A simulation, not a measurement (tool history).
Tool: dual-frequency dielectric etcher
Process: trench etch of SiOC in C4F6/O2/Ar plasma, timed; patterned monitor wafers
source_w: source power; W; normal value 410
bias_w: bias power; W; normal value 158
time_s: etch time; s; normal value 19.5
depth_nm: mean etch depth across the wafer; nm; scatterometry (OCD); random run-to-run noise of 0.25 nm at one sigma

run,hour,source_w,bias_w,time_s,"read-back reference wafer on the same gauge, depth_nm",depth_nm
1,0,410,167,17,37.77,33.81
2,19.8,410,158,15.5,37.76,30.48
# hour 52.6: upper electrode replaced
3,53.1,410,158,15.5,37.56,30.55
4,55.2,410,158,19.5,37.61,38.43
5,83.5,410,158,19.5,37.53,38.7
6,103,410,158,19.5,37.61,38.66
7,127.3,410,158,24,37.61,47.59
8,141.1,410,158,24,37.75,47.59
9,154.5,410,158,19.5,37.6,38.54
10,180.5,410,158,19.5,37.52,38.43
# hour 201.7: source power generator calibrated
11,207.6,500,181,23,37.51,52.37
12,231.4,410,158,19.5,37.58,38.6
13,243.7,410,134,19.5,37.46,37.03
14,270.9,410,158,19.5,37.6,38.44
15,291.7,410,158,25,37.52,49.34
16,318.2,330,158,19.5,37.5,32.93
# hour 320.6: gauge calibrated
# hour 365.6: bias power generator calibrated
# hour 376.7: wet clean of the chamber
17,377.2,480,179,23,38.83,52.73
18,451.9,490,158,19.5,38.54,44.15
19,482.9,380,127,22.5,38.36,41.55
20,510.8,410,158,19.5,38.33,38.98
21,526,410,158,19.5,38.23,38.89
22,539.8,410,158,23,38.14,46.08
23,553.3,410,174,14.5,38.28,29.74
24,574.6,410,187,19.5,38.2,40.18
25,593.8,510,196,17.5,38.02,41.15
26,621.7,370,128,14.5,38.17,25.87
27,648.4,410,158,19.5,37.99,38.93
28,665.6,460,148,17,37.9,35.87
29,696.5,410,158,25,37.88,48.91

Below, some changes in depth_nm between adjacent runs. For each, the amount present without the hidden state too (settings, incoming material, random variation) and the amount remaining for the hidden state with gauge scatter not shared by both compared results:
Hidden state at play: etch rate over this chamber's usual, %; source power that arrives over what is set, %; bias power that arrives over what is set, %; gauge reads high (%).
Run 15 -> 16: source_w 410 -> 330, time_s 25 -> 19.5. depth_nm -16.41 nm: hidden state +0.67, all else -17.08.
Run 16 -> 17: source_w 330 -> 480, bias_w 158 -> 179, time_s 19.5 -> 23, gauge calibrated, bias power generator calibrated, wet clean of the chamber. depth_nm +19.8 nm: hidden state +0.95, all else +18.85.
